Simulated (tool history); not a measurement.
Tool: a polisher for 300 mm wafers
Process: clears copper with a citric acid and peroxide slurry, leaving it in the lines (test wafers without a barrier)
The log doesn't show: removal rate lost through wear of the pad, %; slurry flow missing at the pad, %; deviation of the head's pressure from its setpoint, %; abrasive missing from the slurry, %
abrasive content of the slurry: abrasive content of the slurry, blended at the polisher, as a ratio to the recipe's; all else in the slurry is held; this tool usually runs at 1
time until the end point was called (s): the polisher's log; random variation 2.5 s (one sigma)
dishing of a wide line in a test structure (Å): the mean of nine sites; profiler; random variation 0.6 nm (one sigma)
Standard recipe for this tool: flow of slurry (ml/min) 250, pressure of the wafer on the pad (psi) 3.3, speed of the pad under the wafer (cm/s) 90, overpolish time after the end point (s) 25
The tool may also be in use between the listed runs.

run	day	flow of slurry (ml/min)	pressure of the wafer on the pad (psi)	speed of the pad under the wafer (cm/s)	abrasive content of the slurry	overpolish time after the end point (s)	wafers since the last listed run	wafers polished on this pad	hours since the slurry nozzle was cleaned	hours since the head pressure was calibrated	hours since the slurry blender was calibrated	incoming thickness of the incoming film, nm	time until the end point was called (s)	dishing of a wide line in a test structure (Å)
1	0	250	3.3	90	1	22	0	373	82.8	1365.7	198.2	254.3	137.6	227
2	0.746	250	3.3	90	1	22	211	584	100.7	1383.6	216.1	258.6	146.5	238
# day 1.496: worn pad replaced by a new one
3	2.067	250	3.3	90	1	22	326	161	132.4	1415.3	247.8	258.3	138.4	229
4	2.829	250	3.3	90	1	25	215	377	150.7	1433.6	266.1	251.7	134.9	249
5	3.908	250	3.3	90	1	25	305	682	176.6	1459.5	292	253.3	144.4	251
# day 4.304: slurry blender recalibrated
# day 4.375: worn pad replaced by a new one
6	4.612	250	3.3	90	1	25	154	66	193.5	1476.4	7.4	251.7	126.6	266
# day 4.712: head pressure recalibrated
7	5.608	225	3.3	108	1	25	258	325	217.4	21.5	31.3	255	116.3	293
8	6.3	250	3.3	90	0.75	15	195	521	234	38.1	47.9	259.7	142.3	168
# day 6.912: worn pad replaced by a new one, of another model than before
9	7.625	250	3.3	78	1	25	328	201	265.8	69.9	79.7	255.5	143.8	241
10	8.688	225	3	90	1	29	300	502	291.3	95.4	105.2	251.9	146.2	268
# day 9.346: worn pad replaced by a new one
11	9.629	250	2.7	60	1.25	25	219	80	313.9	118	127.8	253.8	169.9	208
# day 9.933: slurry nozzle cleaned
12	10.746	250	4.3	90	1	25	304	384	19.5	144.8	154.6	255	114.7	291
13	11.683	280	3.3	90	1	13	265	650	42	167.3	177.1	259	136.6	150
# day 12.2: worn pad replaced by a new one
14	12.775	250	3.3	90	1	37	262	162	68.2	193.5	203.3	256.2	137.7	328
15	13.412	250	3.3	90	1	25	180	343	83.5	208.8	218.6	258.9	137.5	251

Predict each of these 5 candidate next runs independently; none follows another, all start after run 15:
A	13.433	250	3.3	90	1	25	5	349	84	209.3	219.1	254.9	?	?
B	13.433	250	3.3	90	1	17	5	349	84	209.3	219.1	254.9	?	?
C	13.433	250	3.3	120	1	25	5	349	84	209.3	219.1	254.9	?	?
D	13.433	250	3.3	90	0.85	18	5	349	84	209.3	219.1	254.9	?	?
E	13.433	250	3.3	104	1	25	5	349	84	209.3	219.1	254.9	?	?

run	time until the end point was called (s)	dishing of a wide line in a test structure (Å)
A	132.3	242
B	132.3	183
C	113.6	267
D	135.9	188
E	122.9	254
Without the tool's unlogged condition, the same runs would have read:
run	time until the end point was called (s)	dishing of a wide line in a test structure (Å)
A	123.5	254
B	123.5	193
C	106.1	279
D	127	197
E	114.7	266
